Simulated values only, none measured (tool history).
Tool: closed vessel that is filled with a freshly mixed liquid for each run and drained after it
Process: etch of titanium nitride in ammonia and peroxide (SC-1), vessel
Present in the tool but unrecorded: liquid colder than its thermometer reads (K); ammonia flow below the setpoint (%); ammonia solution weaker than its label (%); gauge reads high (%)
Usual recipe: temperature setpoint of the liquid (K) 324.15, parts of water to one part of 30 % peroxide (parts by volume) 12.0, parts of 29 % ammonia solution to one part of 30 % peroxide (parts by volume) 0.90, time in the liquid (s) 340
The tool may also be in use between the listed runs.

run	day	temperature setpoint of the liquid (K)	parts of water to one part of 30 % peroxide (parts by volume)	parts of 29 % ammonia solution to one part of 30 % peroxide (parts by volume)	time in the liquid (s)	wafers since the last listed run	hours since the thermometer was replaced	hours since the ammonia flow meter was replaced	hours since the drum of ammonia solution was connected	hours since the gauge calibration	read-back film thickness of the titanium nitride reference wafer, read on the same gauge (nm)	thickness taken off the titanium nitride on a monitor wafer (Å)
1	0.000	324.15	12.0	0.90	340	0	779.9	38.5	885.2	5.7	149.97	265.9
# day 0.342: thermometer replaced
2	0.675	324.15	12.0	0.90	340	1731	8.0	54.7	901.4	21.9	149.97	289.3
3	0.929	324.15	12.0	0.90	340	695	14.1	60.8	907.5	28.0	150.01	293.1
4	1.450	324.15	12.0	0.90	340	1424	26.6	73.3	920.0	40.5	150.01	287.8
5	1.858	324.15	12.0	0.90	340	1116	36.4	83.1	929.8	50.3	150.00	290.6
# day 2.025: new drum of ammonia solution connected
6	2.462	324.15	12.0	0.50	540	1538	50.9	97.6	10.5	64.8	149.98	414.3
7	2.767	332.65	16.0	1.20	340	831	58.2	104.9	17.8	72.1	149.99	459.0
8	3.279	324.15	12.0	0.45	275	1401	70.5	117.2	30.1	84.4	149.96	207.0
9	3.575	324.15	12.0	0.90	340	808	77.6	124.3	37.2	91.5	149.99	287.5
10	4.225	315.15	17.0	0.90	340	1777	93.2	139.9	52.8	107.1	150.00	125.6
11	4.942	324.15	12.0	0.90	340	1959	110.4	157.1	70.0	124.3	149.99	285.1
12	5.408	324.15	12.0	0.75	340	1276	121.6	168.3	81.2	135.5	150.03	277.7
13	6.000	324.15	7.5	0.90	340	1617	135.8	182.5	95.4	149.7	150.00	360.7
14	6.675	324.15	12.0	0.90	340	1845	152.0	198.7	111.6	165.9	150.00	284.0
15	7.283	324.15	12.0	0.45	275	1663	166.6	213.3	126.2	180.5	150.04	203.4
16	7.838	324.15	12.0	0.90	340	1515	179.9	226.6	139.5	193.8	150.02	287.9
17	8.088	324.15	17.0	1.05	340	683	185.9	232.6	145.5	199.8	150.00	243.7
18	8.708	320.15	12.0	0.65	140	1697	200.8	247.5	160.4	214.7	149.98	83.5
19	9.029	327.65	14.5	0.45	215	877	208.5	255.2	168.1	222.4	150.03	185.0
20	9.425	314.65	12.0	0.90	340	1082	218.0	264.7	177.6	231.9	150.00	145.5
21	9.804	324.15	13.5	0.90	340	1036	227.1	273.8	186.7	241.0	150.01	268.6
22	10.175	331.15	12.0	0.90	470	1014	236.0	282.7	195.6	249.9	149.99	629.1
23	10.908	324.15	12.0	0.90	170	2005	253.6	300.3	213.2	267.5	149.98	143.4
24	11.258	324.15	12.0	0.90	340	957	262.0	308.7	221.6	275.9	150.03	282.5
25	11.875	316.15	17.0	0.90	340	1686	276.8	323.5	236.4	290.7	149.97	132.8
26	12.454	324.15	12.0	0.90	340	1583	290.7	337.4	250.3	304.6	150.03	282.1
27	12.967	324.15	12.0	1.20	535	1401	303.0	349.7	262.6	316.9	150.01	465.9
28	13.242	324.15	12.0	0.90	240	752	309.6	356.3	269.2	323.5	150.03	202.6

Hidden condition of the tool, last listed run before each entry between runs versus first listed run after:
Between runs 1 and 2: thermometer replaced (day 0.342)
  liquid colder than its thermometer reads (K): 1.18 -> 0.0416
  difference, measured minus the result without the unlogged condition, thickness taken off the titanium nitride on a monitor wafer (Å): -22.7 -> -0.8
Between runs 5 and 6: new drum of ammonia solution connected (day 2.025)
  liquid colder than its thermometer reads (K): 0.0785 -> 0.0973
  difference, measured minus the result without the unlogged condition, thickness taken off the titanium nitride on a monitor wafer (Å): -1.6 -> -2.9

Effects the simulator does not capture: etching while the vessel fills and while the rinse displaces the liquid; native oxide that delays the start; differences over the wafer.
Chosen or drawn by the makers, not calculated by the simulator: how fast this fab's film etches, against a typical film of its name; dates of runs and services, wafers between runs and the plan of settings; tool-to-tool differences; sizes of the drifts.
